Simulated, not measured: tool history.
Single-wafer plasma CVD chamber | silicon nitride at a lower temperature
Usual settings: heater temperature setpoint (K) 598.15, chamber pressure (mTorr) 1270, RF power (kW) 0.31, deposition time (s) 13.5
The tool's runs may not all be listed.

| run | hour | heater temperature setpoint (K) | chamber pressure (mTorr) | RF power (kW) | deposition time (s) | wafers since the last listed run | hours since the last thermocouple change | hours since the last RF generator calibration | hours since the last manometer calibration | hours since the showerhead was replaced | hours since the gauge calibration | read-back reference wafer on the same gauge, thickness_nm | mean film thickness on the monitor wafer (nm) |
|---|---|---|---|---|---|---|---|---|---|---|---|---|---|
| 1 | 0 | 598.15 | 1270 | 0.31 | 13.5 | 0 | 11.2 | 302.3 | 1644.8 | 5038.2 | 495.2 | 12 | 13.688 |
| 2 | 43.4 | 598.15 | 1270 | 0.31 | 13.5 | 1094 | 54.6 | 345.7 | 1688.2 | 5081.6 | 538.6 | 11.994 | 13.652 |
| 3 | 124.4 | 598.15 | 1270 | 0.31 | 13.5 | 2042 | 135.6 | 426.7 | 1769.2 | 5162.6 | 619.6 | 12.005 | 13.707 |
| 4 | 226.1 | 598.15 | 1270 | 0.31 | 13.5 | 2564 | 237.3 | 528.4 | 1870.9 | 5264.3 | 721.3 | 11.995 | 13.707 |
| 5 | 327.5 | 598.15 | 1270 | 0.31 | 13.5 | 2557 | 338.7 | 629.8 | 1972.3 | 5365.7 | 822.7 | 11.996 | 13.622 |
|  | 456.7 | RF generator calibrated |
| 6 | 528.1 | 591.15 | 1270 | 0.31 | 14.6 | 4857 | 539.3 | 71.4 | 2172.9 | 5566.3 | 1023.3 | 12 | 14.828 |
| 7 | 785 | 591.15 | 1270 | 0.31 | 14.6 | 6478 | 796.2 | 328.3 | 2429.8 | 5823.2 | 1280.2 | 12 | 14.763 |
| 8 | 834.9 | 598.15 | 1270 | 0.31 | 13.5 | 1258 | 846.1 | 378.2 | 2479.7 | 5873.1 | 1330.1 | 12.008 | 13.636 |
|  | 871 | showerhead replaced |
| 9 | 903.8 | 598.15 | 1270 | 0.31 | 12 | 1535 | 915 | 447.1 | 2548.6 | 32.8 | 1399 | 12 | 12.117 |
| 10 | 958.3 | 598.15 | 1270 | 0.31 | 15.2 | 1374 | 969.5 | 501.6 | 2603.1 | 87.3 | 1453.5 | 11.986 | 15.342 |
|  | 1007.1 | capacitance manometer re-zeroed and calibrated |
| 11 | 1049.7 | 604.15 | 1270 | 0.31 | 13.5 | 2103 | 1060.9 | 593 | 42.6 | 178.7 | 1544.9 | 12.005 | 13.608 |
| 12 | 1118.2 | 598.15 | 1270 | 0.31 | 13.5 | 1727 | 1129.4 | 661.5 | 111.1 | 247.2 | 1613.4 | 12.003 | 13.738 |
| 13 | 1169.1 | 598.15 | 1270 | 0.31 | 13.5 | 1283 | 1180.3 | 712.4 | 162 | 298.1 | 1664.3 | 11.996 | 13.603 |
| 14 | 1210.4 | 598.15 | 960 | 0.31 | 11.7 | 1041 | 1221.6 | 753.7 | 203.3 | 339.4 | 1705.6 | 12.009 | 10.987 |
|  | 1256.3 | RF generator calibrated |
| 15 | 1268.4 | 598.15 | 1270 | 0.31 | 13.5 | 1260 | 1279.6 | 12.1 | 261.3 | 397.4 | 1763.6 | 12.007 | 13.681 |
| 16 | 1306.5 | 611.15 | 1560 | 0.37 | 11.5 | 960 | 1317.7 | 50.2 | 299.4 | 435.5 | 1801.7 | 12.011 | 13.728 |
| 17 | 1412.6 | 598.15 | 1270 | 0.25 | 11.6 | 2675 | 1423.8 | 156.3 | 405.5 | 541.6 | 1907.8 | 11.995 | 10.076 |
| 18 | 1492.8 | 598.15 | 1270 | 0.31 | 13.5 | 2022 | 1504 | 236.5 | 485.7 | 621.8 | 1988 | 11.996 | 13.641 |
|  | 1498.3 | gauge calibrated |
|  | 1533.9 | thermocouple changed; heater temperature recalibrated |
| 19 | 1599.5 | 588.15 | 960 | 0.31 | 13.5 | 2489 | 65.6 | 343.2 | 592.4 | 728.5 | 101.2 | 12 | 12.782 |
| 20 | 1689.5 | 598.15 | 1270 | 0.255 | 16.2 | 2269 | 155.6 | 433.2 | 682.4 | 818.5 | 191.2 | 12.003 | 14.266 |
| 21 | 1781.8 | 598.15 | 1270 | 0.33 | 13.5 | 2327 | 247.9 | 525.5 | 774.7 | 910.8 | 283.5 | 12.013 | 14.191 |
| 22 | 1851.2 | 598.15 | 1060 | 0.35 | 13.5 | 1750 | 317.3 | 594.9 | 844.1 | 980.2 | 352.9 | 11.999 | 14.183 |
| 23 | 1943.3 | 593.15 | 1270 | 0.285 | 14.5 | 2322 | 409.4 | 687 | 936.2 | 1072.3 | 445 | 11.998 | 13.886 |
| 24 | 2009.6 | 585.15 | 1270 | 0.31 | 10.8 | 1672 | 475.7 | 753.3 | 1002.5 | 1138.6 | 511.3 | 11.995 | 10.964 |
| 25 | 2065.5 | 598.15 | 1110 | 0.265 | 15.5 | 1409 | 531.6 | 809.2 | 1058.4 | 1194.5 | 567.2 | 11.993 | 13.509 |
| 26 | 2135.2 | 603.15 | 990 | 0.34 | 14.3 | 1757 | 601.3 | 878.9 | 1128.1 | 1264.2 | 636.9 | 12.007 | 14.463 |
|  | 2168.2 | RF generator calibrated |
| 27 | 2182.2 | 609.15 | 1180 | 0.28 | 11.3 | 983 | 648.3 | 14 | 1175.1 | 1311.2 | 683.9 | 11.999 | 10.41 |

Forecast each of these 5 alternatives for the next run:
| A | 2182.6 | 598.15 | 1270 | 0.31 | 11.7 | 10 | 648.7 | 14.4 | 1175.5 | 1311.6 | 684.3 | ? | ? |
| B | 2182.6 | 603.15 | 1460 | 0.34 | 11.9 | 10 | 648.7 | 14.4 | 1175.5 | 1311.6 | 684.3 | ? | ? |
| C | 2182.6 | 598.15 | 1270 | 0.27 | 13.5 | 10 | 648.7 | 14.4 | 1175.5 | 1311.6 | 684.3 | ? | ? |
| D | 2182.6 | 598.15 | 1270 | 0.31 | 15.5 | 10 | 648.7 | 14.4 | 1175.5 | 1311.6 | 684.3 | ? | ? |
| E | 2182.6 | 611.15 | 1270 | 0.345 | 13.5 | 10 | 648.7 | 14.4 | 1175.5 | 1311.6 | 684.3 | ? | ? |

| run | read-back reference wafer on the same gauge, thickness_nm | mean film thickness on the monitor wafer (nm) |
|---|---|---|
| A | 12.007 | 11.899 |
| B | 12.007 | 13.322 |
| C | 12.007 | 12.435 |
| D | 12.007 | 15.755 |
| E | 12.007 | 14.686 |
Without the tool's hidden state the same runs would have given:
| run | mean film thickness on the monitor wafer (nm) |
|---|---|
| A | 11.899 |
| B | 13.322 |
| C | 12.435 |
| D | 15.755 |
| E | 14.686 |
